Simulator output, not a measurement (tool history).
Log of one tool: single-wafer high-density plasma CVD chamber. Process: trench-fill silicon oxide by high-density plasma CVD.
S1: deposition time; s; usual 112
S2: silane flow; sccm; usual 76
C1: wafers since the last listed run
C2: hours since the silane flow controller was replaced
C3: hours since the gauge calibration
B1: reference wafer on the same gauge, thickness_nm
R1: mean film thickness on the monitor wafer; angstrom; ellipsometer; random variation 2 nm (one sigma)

| run | hour | S1 | S2 | C1 | C2 | C3 | B1 | R1 |
|---|---|---|---|---|---|---|---|---|
| 1 | 0 | 112 | 76 | 0 | 4498.1 | 635.8 | 999.314 | 9090.25 |
| 2 | 26.3 | 112 | 76 | 286 | 4524.4 | 662.1 | 1000.904 | 9083.89 |
| 3 | 52.8 | 112 | 76 | 288 | 4550.9 | 688.6 | 999.349 | 9051.94 |
| 4 | 114.1 | 112 | 76 | 667 | 4612.2 | 749.9 | 1000.17 | 9057.17 |
| 5 | 154.7 | 118 | 76 | 442 | 4652.8 | 790.5 | 999.358 | 9586.83 |
| 6 | 212.4 | 112 | 76 | 628 | 4710.5 | 848.2 | 1000.213 | 9066.25 |
| 7 | 280.6 | 112 | 83 | 743 | 4778.7 | 916.4 | 999.426 | 9758.51 |
| 8 | 329.4 | 112 | 83 | 531 | 4827.5 | 965.2 | 999.864 | 9736.68 |
|  | 351.4 | gauge calibrated |
| 9 | 399.1 | 112 | 83 | 759 | 4897.2 | 47.7 | 1000.303 | 9756.33 |
| 10 | 467.8 | 112 | 76 | 748 | 4965.9 | 116.4 | 1000.777 | 9089.16 |
| 11 | 505.6 | 126 | 76 | 411 | 5003.7 | 154.2 | 999.423 | 10241.51 |
|  | 532.4 | silane flow controller replaced |
| 12 | 532.9 | 92 | 84 | 210 | 0.5 | 181.5 | 1000.523 | 8300.05 |
| 13 | 597.6 | 99 | 76 | 705 | 65.2 | 246.2 | 1000.249 | 8259.47 |
| 14 | 634.6 | 112 | 76 | 403 | 102.2 | 283.2 | 1000.053 | 9343.36 |
|  | 673.8 | silane flow controller replaced, repeated, since the last time left the tool worse |
| 15 | 677.1 | 112 | 67 | 375 | 3.3 | 325.7 | 999.991 | 7919.82 |
| 16 | 888 | 105 | 76 | 2298 | 214.2 | 536.6 | 1000.354 | 8250.46 |
| 17 | 945.1 | 112 | 76 | 622 | 271.3 | 593.7 | 999.821 | 8803.98 |
| 18 | 987.1 | 127 | 71 | 457 | 313.3 | 635.7 | 999.201 | 9489.59 |
| 19 | 1048.9 | 112 | 62 | 673 | 375.1 | 697.5 | 1000.979 | 7540.93 |
| 20 | 1089.1 | 133 | 82 | 438 | 415.3 | 737.7 | 999.403 | 11073.61 |
| 21 | 1168.8 | 112 | 76 | 868 | 495 | 817.4 | 999.652 | 8786.53 |

Forecast each of these 5 alternatives for the next run:
| A | 1169.2 | 112 | 76 | 4 | 495.4 | 817.8 | ? | ? |
| B | 1169.2 | 103 | 66 | 4 | 495.4 | 817.8 | ? | ? |
| C | 1169.2 | 131 | 76 | 4 | 495.4 | 817.8 | ? | ? |
| D | 1169.2 | 101 | 76 | 4 | 495.4 | 817.8 | ? | ? |
| E | 1169.2 | 126 | 90 | 4 | 495.4 | 817.8 | ? | ? |

| run | B1 | R1 |
|---|---|---|
| A | 999.839 | 8819.38 |
| B | 999.839 | 7257.54 |
| C | 999.839 | 10315.53 |
| D | 999.839 | 7953.19 |
| E | 999.839 | 11382.91 |
Without the tool's hidden state the same runs would have given:
| run | R1 |
|---|---|
| A | 8805.78 |
| B | 7246.35 |
| C | 10299.62 |
| D | 7940.93 |
| E | 11365.36 |

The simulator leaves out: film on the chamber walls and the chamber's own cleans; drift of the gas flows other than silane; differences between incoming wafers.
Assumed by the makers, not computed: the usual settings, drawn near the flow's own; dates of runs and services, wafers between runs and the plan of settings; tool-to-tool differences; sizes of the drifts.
